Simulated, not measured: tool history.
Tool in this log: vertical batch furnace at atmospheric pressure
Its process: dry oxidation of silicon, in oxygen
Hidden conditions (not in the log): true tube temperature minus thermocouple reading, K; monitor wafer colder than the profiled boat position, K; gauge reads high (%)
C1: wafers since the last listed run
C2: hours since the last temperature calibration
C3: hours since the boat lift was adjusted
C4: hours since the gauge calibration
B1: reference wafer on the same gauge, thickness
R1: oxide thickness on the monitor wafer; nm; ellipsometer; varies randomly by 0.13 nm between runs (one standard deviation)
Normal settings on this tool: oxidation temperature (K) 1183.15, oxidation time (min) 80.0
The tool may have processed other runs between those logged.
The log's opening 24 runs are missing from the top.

{"run": 25, "day": 61.875, "oxidation temperature (K)": 1176.15, "oxidation time (min)": 59.0, "C1": 455, "C2": 762.0, "C3": 310.1, "C4": 1008.4, "B1": 44.89, "R1": 32.86}
{"run": 26, "day": 63.054, "oxidation temperature (K)": 1168.15, "oxidation time (min)": 51.0, "C1": 251, "C2": 790.3, "C3": 338.4, "C4": 1036.7, "B1": 44.88, "R1": 30.39}
{"run": 27, "day": 65.467, "oxidation temperature (K)": 1201.15, "oxidation time (min)": 65.0, "C1": 514, "C2": 848.2, "C3": 396.3, "C4": 1094.6, "B1": 44.91, "R1": 39.56}
{"run": 28, "day": 68.175, "oxidation temperature (K)": 1205.15, "oxidation time (min)": 47.0, "C1": 578, "C2": 913.2, "C3": 461.3, "C4": 1159.6, "B1": 44.9, "R1": 35.42}
{"run": 29, "day": 70.129, "oxidation temperature (K)": 1199.15, "oxidation time (min)": 50.0, "C1": 417, "C2": 960.1, "C3": 508.2, "C4": 1206.5, "B1": 44.89, "R1": 35.26}
{"run": 30, "day": 71.308, "oxidation temperature (K)": 1183.15, "oxidation time (min)": 58.5, "C1": 251, "C2": 988.4, "C3": 536.5, "C4": 1234.8, "B1": 44.9, "R1": 34.2}
{"run": 31, "day": 73.283, "oxidation temperature (K)": 1172.15, "oxidation time (min)": 105.5, "C1": 421, "C2": 1035.8, "C3": 583.9, "C4": 1282.2, "B1": 44.88, "R1": 40.29}
{"run": 32, "day": 75.654, "oxidation temperature (K)": 1161.15, "oxidation time (min)": 105.5, "C1": 506, "C2": 1092.7, "C3": 640.8, "C4": 1339.1, "B1": 44.92, "R1": 37.49}
{"run": 33, "day": 78.854, "oxidation temperature (K)": 1183.15, "oxidation time (min)": 99.0, "C1": 683, "C2": 1169.5, "C3": 717.6, "C4": 1415.9, "B1": 44.91, "R1": 42.06}
{"run": 34, "day": 81.488, "oxidation temperature (K)": 1208.15, "oxidation time (min)": 52.5, "C1": 562, "C2": 1232.7, "C3": 780.8, "C4": 1479.1, "B1": 44.9, "R1": 37.63}
{"run": 35, "day": 84.321, "oxidation temperature (K)": 1171.15, "oxidation time (min)": 115.5, "C1": 604, "C2": 1300.7, "C3": 848.8, "C4": 1547.1, "B1": 44.9, "R1": 41.65}
{"run": 36, "day": 87.3, "oxidation temperature (K)": 1206.15, "oxidation time (min)": 116.0, "C1": 635, "C2": 1372.2, "C3": 920.3, "C4": 1618.6, "B1": 44.93, "R1": 54.79}
{"run": 37, "day": 89.375, "oxidation temperature (K)": 1173.15, "oxidation time (min)": 99.5, "C1": 442, "C2": 1422.0, "C3": 970.1, "C4": 1668.4, "B1": 44.89, "R1": 39.68}
{"run": 38, "day": 91.5, "oxidation temperature (K)": 1172.15, "oxidation time (min)": 42.5, "C1": 453, "C2": 1473.0, "C3": 1021.1, "C4": 1719.4, "B1": 44.88, "R1": 29.31}
{"run": 39, "day": 92.888, "oxidation temperature (K)": 1204.15, "oxidation time (min)": 45.5, "C1": 296, "C2": 1506.3, "C3": 1054.4, "C4": 1752.7, "B1": 44.92, "R1": 35.17}

Below are 4 alternative next runs, each starting from the tool's condition after run 39. Predict each:
{"run": "A", "day": 93.071, "oxidation temperature (K)": 1183.15, "oxidation time (min)": 80.0, "C1": 39, "C2": 1510.7, "C3": 1058.8, "C4": 1757.1, "B1": "?", "R1": "?"}
{"run": "B", "day": 93.071, "oxidation temperature (K)": 1166.15, "oxidation time (min)": 107.5, "C1": 39, "C2": 1510.7, "C3": 1058.8, "C4": 1757.1, "B1": "?", "R1": "?"}
{"run": "C", "day": 93.071, "oxidation temperature (K)": 1160.15, "oxidation time (min)": 80.0, "C1": 39, "C2": 1510.7, "C3": 1058.8, "C4": 1757.1, "B1": "?", "R1": "?"}
{"run": "D", "day": 93.071, "oxidation temperature (K)": 1206.15, "oxidation time (min)": 80.0, "C1": 39, "C2": 1510.7, "C3": 1058.8, "C4": 1757.1, "B1": "?", "R1": "?"}

run=A B1=44.90 R1=38.40
run=B B1=44.90 R1=38.93
run=C B1=44.90 R1=33.55
run=D B1=44.90 R1=44.80
Without the tool's unlogged condition, the same runs would have read:
run=A R1=37.82
run=B R1=38.32
run=C R1=33.11
run=D R1=44.06

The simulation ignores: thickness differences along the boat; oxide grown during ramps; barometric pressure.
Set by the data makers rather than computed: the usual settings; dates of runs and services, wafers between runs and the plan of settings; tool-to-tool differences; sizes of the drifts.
